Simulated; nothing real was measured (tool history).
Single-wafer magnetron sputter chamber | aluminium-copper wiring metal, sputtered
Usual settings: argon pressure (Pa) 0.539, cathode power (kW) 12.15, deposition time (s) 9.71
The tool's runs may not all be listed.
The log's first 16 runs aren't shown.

run,hour,argon pressure (Pa),cathode power (kW),deposition time (s),wafers since the last listed run,wafers on the sputter target,hours since the last manometer calibration,hours since the magnet pack was replaced,hours since the gauge calibration,"read-back reference wafer on the same gauge, thickness_nm",mean film thickness on the monitor wafer (nm)
17,210.8,0.539,12.15,8.18,353,791,2735.8,5001.9,192.4,171.933,165.405
18,223.5,0.684,10.1,10.68,291,1082,2748.5,5014.6,205.1,172.022,171.316
19,232.6,0.687,14.25,8.68,208,1291,2757.6,5023.7,214.2,171.99,195.853
# hour 250.3: capacitance manometer re-zeroed and calibrated
# hour 257.9: magnet pack replaced
20,258.4,0.73,13.05,8.6,233,1524,8.1,0.5,240,172.004,176.271
21,259.4,0.649,9.65,8.1,22,1547,9.1,1.5,241,172.021,125.605
22,266.2,0.449,14.5,7.93,155,1703,15.9,8.3,247.8,172.041,196.336
23,281.1,0.423,13.1,9.71,341,2044,30.8,23.2,262.7,172.114,219.942
24,299,0.605,14.9,10.55,410,2455,48.7,41.1,280.6,172.026,254.891
25,314.1,0.539,9.55,9.16,346,2801,63.8,56.2,295.7,172.021,145.998
26,366,0.539,10,10.9,1190,3992,115.7,108.1,347.6,172.039,181.333
27,382.7,0.476,11.4,9.71,383,4375,132.4,124.8,364.3,172.014,188.341
28,416.5,0.634,13.9,9.71,775,5150,166.2,158.6,398.1,171.838,218.35
29,430.5,0.631,12.15,9.71,321,5471,180.2,172.6,412.1,171.995,190.393
30,442.4,0.404,12.15,9.71,272,5744,192.1,184.5,424,172.023,206.102
31,458.1,0.539,12.15,9.15,360,6104,207.8,200.2,439.7,171.927,185.168
32,467.9,0.539,12.15,9.71,224,6329,217.6,210,449.5,171.896,196.227
33,475.9,0.407,13.35,8.75,183,6512,225.6,218,457.5,171.982,204.015
34,493.2,0.539,12.15,9.71,396,6909,242.9,235.3,474.8,172.032,196.08

5 ways to go on from here, each from the tool as it stands after run 34. What would each give?
A,493.6,0.539,12.15,9.71,9,6918,243.3,235.7,475.2,?,?
B,493.6,0.539,13.8,9.71,9,6918,243.3,235.7,475.2,?,?
C,493.6,0.698,13.75,10.28,9,6918,243.3,235.7,475.2,?,?
D,493.6,0.73,13.85,9.71,9,6918,243.3,235.7,475.2,?,?
E,493.6,0.539,12.15,11.45,9,6918,243.3,235.7,475.2,?,?

run,"read-back reference wafer on the same gauge, thickness_nm",mean film thickness on the monitor wafer (nm)
A,171.99,196.029
B,171.99,222.651
C,171.99,223.179
D,171.99,210.195
E,171.99,231.157
Without the tool's hidden state the same runs would have given:
run,mean film thickness on the monitor wafer (nm)
A,196.029
B,222.651
C,223.179
D,210.195
E,231.157
